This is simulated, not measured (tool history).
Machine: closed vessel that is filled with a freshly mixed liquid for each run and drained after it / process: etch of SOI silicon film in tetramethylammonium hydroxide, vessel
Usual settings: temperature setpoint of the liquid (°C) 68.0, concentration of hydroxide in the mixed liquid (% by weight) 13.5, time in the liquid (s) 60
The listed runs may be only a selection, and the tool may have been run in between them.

run   hour  temperature setpoint of the liquid (°C)  concentration of hydroxide in the mixed liquid (% by weight)  time in the liquid (s)  wafers since the last listed run  hours since the thermometer was replaced  hours since the hydroxide flow meter was replaced  hours since the gauge calibration  read-back film thickness of the SOI silicon film reference wafer, read on the same gauge (nm)  thickness taken off the SOI silicon film on a monitor wafer (Å)
  1    0.0                                     68.0                                                          13.5                      60                                 0                                    1229.6                                              380.9                               85.7                                                                                         119.98                                                           3416.1
  2   29.0                                     65.0                                                          13.5                      50                              3107                                    1258.6                                              409.9                              114.7                                                                                         120.00                                                           2367.7
  3   36.8                                     65.0                                                          13.5                      50                               835                                    1266.4                                              417.7                              122.5                                                                                         120.02                                                           2360.6
  4   53.7                                     68.0                                                          13.5                      60                              1810                                    1283.3                                              434.6                              139.4                                                                                         120.00                                                           3380.9
  5   66.5                                     68.0                                                          13.5                      60                              1371                                    1296.1                                              447.4                              152.2                                                                                         120.04                                                           3388.4
  6   88.0                                     68.0                                                          13.5                      60                              2303                                    1317.6                                              468.9                              173.7                                                                                         120.03                                                           3393.4
  7  100.7                                     68.0                                                          13.5                      60                              1360                                    1330.3                                              481.6                              186.4                                                                                         119.99                                                           3382.3
  8  115.3                                     69.5                                                          13.5                      60                              1564                                    1344.9                                              496.2                              201.0                                                                                         120.03                                                           3707.2
  9  125.8                                     69.5                                                          13.5                      60                              1125                                    1355.4                                              506.7                              211.5                                                                                         120.01                                                           3713.4
 10  141.0                                     69.5                                                          13.5                      60                              1628                                    1370.6                                              521.9                              226.7                                                                                         120.01                                                           3695.1
 11  155.6                                     68.0                                                          13.5                      70                              1564                                    1385.2                                              536.5                              241.3                                                                                         120.01                                                           3947.0
 12  172.4                                     73.5                                                          13.5                      60                              1800                                    1402.0                                              553.3                              258.1                                                                                         120.00                                                           4646.9
 13  189.6                                     64.5                                                          13.5                      60                              1843                                    1419.2                                              570.5                              275.3                                                                                         120.00                                                           2710.5
 14  199.7                                     64.5                                                          13.5                      60                              1082                                    1429.3                                              580.6                              285.4                                                                                         120.04                                                           2710.1
 15  210.5                                     64.5                                                          13.5                      60                              1157                                    1440.1                                              591.4                              296.2                                                                                         119.99                                                           2726.5
 16  227.4                                     68.0                                                          15.5                      60                              1810                                    1457.0                                              608.3                              313.1                                                                                         120.04                                                           3145.0
 17  244.5                                     68.0                                                          13.5                      45                              1832                                    1474.1                                              625.4                              330.2                                                                                         120.00                                                           2517.5
 18  250.7                                     61.5                                                          13.5                      30                               664                                    1480.3                                              631.6                              336.4                                                                                         120.01                                                           1128.0
 19  262.3                                     68.0                                                          13.5                      60                              1242                                    1491.9                                              643.2                              348.0                                                                                         119.99                                                           3337.8
 20  274.1                                     65.0                                                          11.5                      30                              1264                                    1503.7                                              655.0                              359.8                                                                                         119.98                                                           1497.1
     281.8  -- hydroxide flow meter replaced
 21  286.5                                     75.0                                                          13.5                      35                              1221                                    1516.1                                                4.7                              372.2                                                                                         119.99                                                           2938.3
     298.4  -- thermometer replaced
 22  316.3                                     64.5                                                          13.5                      95                              3086                                      17.9                                               34.5                              402.0                                                                                         120.01                                                           4786.4
 23  331.3                                     68.0                                                          17.0                      45                              1607                                      32.9                                               49.5                              417.0                                                                                         120.04                                                           2505.5
     337.6  -- gauge calibrated
 24  341.2                                     68.0                                                          10.0                      45                              1060                                      42.8                                               59.4                                3.6                                                                                         120.00                                                           3126.9
 25  354.1                                     76.0                                                          11.0                      30                              1382                                      55.7                                               72.3                               16.5                                                                                         119.96                                                           3202.9
 26  370.0                                     68.0                                                          17.5                      60                              1703                                      71.6                                               88.2                               32.4                                                                                         119.98                                                           3312.8
 27  385.1                                     71.0                                                          13.5                      60                              1618                                      86.7                                              103.3                               47.5                                                                                         120.03                                                           4416.2
 28  391.5                                     68.0                                                          13.5                      60                               685                                      93.1                                              109.7                               53.9                                                                                         119.99                                                           3656.6
 29  400.9                                     75.5                                                          12.0                      60                              1007                                     102.5                                              119.1                               63.3                                                                                         120.00                                                           6026.2
 30  416.1                                     68.0                                                          13.5                      60                              1628                                     117.7                                              134.3                               78.5                                                                                         119.98                                                           3678.8
 31  433.4                                     64.0                                                          17.0                      30                              1853                                     135.0                                              151.6                               95.8                                                                                         119.97                                                           1310.9
 32  445.2                                     65.0                                                          15.5                      75                              1264                                     146.8                                              163.4                              107.6                                                                                         119.95                                                           3600.6
 33  452.7                                     63.0                                                          16.5                      40                               803                                     154.3                                              170.9                              115.1                                                                                         119.96                                                           1654.3
 34  459.0                                     60.5                                                          15.5                      85                               675                                     160.6                                              177.2                              121.4                                                                                         119.99                                                           3072.7

Each run again, without the hidden state but with its own random variation kept:
Hidden conditions of the tool in this case: liquid colder than its thermometer reads (K); hydroxide flow above the setpoint (%); gauge reads high (%).
run  thickness taken off the SOI silicon film on a monitor wafer (Å)
  1                                                           3742.7
  2                                                           2604.6
  3                                                           2598.4
  4                                                           3719.7
  5                                                           3730.1
  6                                                           3740.1
  7                                                           3732.3
  8                                                           4092.2
  9                                                           4101.5
 10                                                           4086.1
 11                                                           4371.1
 12                                                           5135.7
 13                                                           3015.6
 14                                                           3017.0
 15                                                           3038.9
 16                                                           3499.8
 17                                                           2804.8
 18                                                           1263.1
 19                                                           3723.2
 20                                                           1675.3
 21                                                           3269.0
 22                                                           4821.4
 23                                                           2526.4
 24                                                           3154.8
 25                                                           3233.9
 26                                                           3350.4
 27                                                           4468.1
 28                                                           3702.5
 29                                                           6102.1
 30                                                           3731.6
 31                                                           1331.8
 32                                                           3659.9
 33                                                           1682.9
 34                                                           3128.6
